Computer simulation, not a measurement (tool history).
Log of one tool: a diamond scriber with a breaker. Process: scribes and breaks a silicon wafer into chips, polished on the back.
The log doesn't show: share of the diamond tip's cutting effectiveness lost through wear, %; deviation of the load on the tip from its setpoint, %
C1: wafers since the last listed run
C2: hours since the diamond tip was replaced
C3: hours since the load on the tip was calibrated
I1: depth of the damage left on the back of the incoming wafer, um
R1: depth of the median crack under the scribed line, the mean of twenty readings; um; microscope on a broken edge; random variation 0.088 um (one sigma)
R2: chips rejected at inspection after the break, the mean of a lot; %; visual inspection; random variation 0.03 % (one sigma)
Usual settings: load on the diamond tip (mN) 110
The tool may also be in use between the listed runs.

Run 1, day 0: usual settings but load on the diamond tip (mN) 124; C1 0; C2 433.1; C3 574.9; I1 0.03. Result: R1 11.11 um, R2 1.51 %.
Run 2, day 1.308: usual settings; C1 73; C2 464.5; C3 606.3; I1 0.03. Result: R1 10.01 um, R2 1.88 %.
Run 3, day 2.146: usual settings; C1 47; C2 484.6; C3 626.4; I1 0.01. Result: R1 10.11 um, R2 2.02 %.
Run 4, day 3.004: usual settings; C1 48; C2 505.2; C3 647; I1 0.02. Result: R1 9.98 um, R2 2.08 %.
Run 5, day 4.217: usual settings but load on the diamond tip (mN) 129; C1 68; C2 534.3; C3 676.1; I1 0.02. Result: R1 11.39 um, R2 2.83 %.
Run 6, day 5.092: usual settings but load on the diamond tip (mN) 129; C1 49; C2 555.3; C3 697.1; I1 0.02. Result: R1 11.35 um, R2 2.69 %.
Run 7, day 6.021: usual settings; C1 52; C2 577.6; C3 719.4; I1 0.05. Result: R1 9.9 um, R2 2.03 %.
Run 8, day 6.9: usual settings but load on the diamond tip (mN) 120; C1 49; C2 598.7; C3 740.5; I1 0.02. Result: R1 10.74 um, R2 0.93 %.
Run 9, day 7.921: usual settings but load on the diamond tip (mN) 103; C1 57; C2 623.2; C3 765; I1 0.05. Result: R1 9.42 um, R2 5.99 %.
Run 10, day 8.462: usual settings but load on the diamond tip (mN) 103; C1 30; C2 636.2; C3 778; I1 0.04. Result: R1 9.34 um, R2 5.76 %.
At day 8.567: load on the tip recalibrated.
Run 11, day 9.162: usual settings but load on the diamond tip (mN) 103; C1 34; C2 653; C3 14.3; I1 0.02. Result: R1 9.45 um, R2 5.74 %.
Run 12, day 9.662: usual settings but load on the diamond tip (mN) 89; C1 28; C2 665; C3 26.3; I1 0.04. Result: R1 8.25 um, R2 19.49 %.
Run 13, day 11.079: usual settings; C1 79; C2 699; C3 60.3; I1 0.04. Result: R1 9.89 um, R2 2.14 %.
Run 14, day 12.071: usual settings but load on the diamond tip (mN) 84; C1 55; C2 722.8; C3 84.1; I1 0.01. Result: R1 7.87 um, R2 27.97 %.
Run 15, day 12.942: usual settings but load on the diamond tip (mN) 127; C1 49; C2 743.7; C3 105; I1 0.05. Result: R1 11.01 um, R2 2.02 %.
Run 16, day 13.567: usual settings but load on the diamond tip (mN) 83; C1 35; C2 758.7; C3 120; I1 0.02. Result: R1 7.91 um, R2 30.02 %.
Run 17, day 14.308: usual settings but load on the diamond tip (mN) 103; C1 41; C2 776.5; C3 137.8; I1 0.01. Result: R1 9.45 um, R2 5.85 %.
Run 18, day 14.854: usual settings; C1 30; C2 789.6; C3 150.9; I1 0.03. Result: R1 9.92 um, R2 2.18 %.
At day 15.125: diamond tip replaced by a new one.
Run 19, day 15.621: usual settings but load on the diamond tip (mN) 139; C1 38; C2 11.9; C3 169.3; I1 0.03. Result: R1 12.75 um, R2 12.91 %.
Run 20, day 16.542: usual settings but load on the diamond tip (mN) 131; C1 51; C2 34; C3 191.4; I1 0.02. Result: R1 11.99 um, R2 7.07 %.
Run 21, day 18.617: usual settings; C1 117; C2 83.8; C3 241.2; I1 0.03. Result: R1 10.22 um, R2 1 %.
Run 22, day 19.654: usual settings but load on the diamond tip (mN) 95; C1 58; C2 108.7; C3 266.1; I1 0.02. Result: R1 9.35 um, R2 8.5 %.

The next listed run, before its measurement:
Run 23, day 20.333: usual settings but load on the diamond tip (mN) 103; C1 38; C2 125; C3 282.4; I1 0.04. Result: R1 ?, R2 ?.

R1: 9.63 um
R2: 3.18 %
Without the tool's hidden state the same run would have given R1 9.86 um, R2 2 %.

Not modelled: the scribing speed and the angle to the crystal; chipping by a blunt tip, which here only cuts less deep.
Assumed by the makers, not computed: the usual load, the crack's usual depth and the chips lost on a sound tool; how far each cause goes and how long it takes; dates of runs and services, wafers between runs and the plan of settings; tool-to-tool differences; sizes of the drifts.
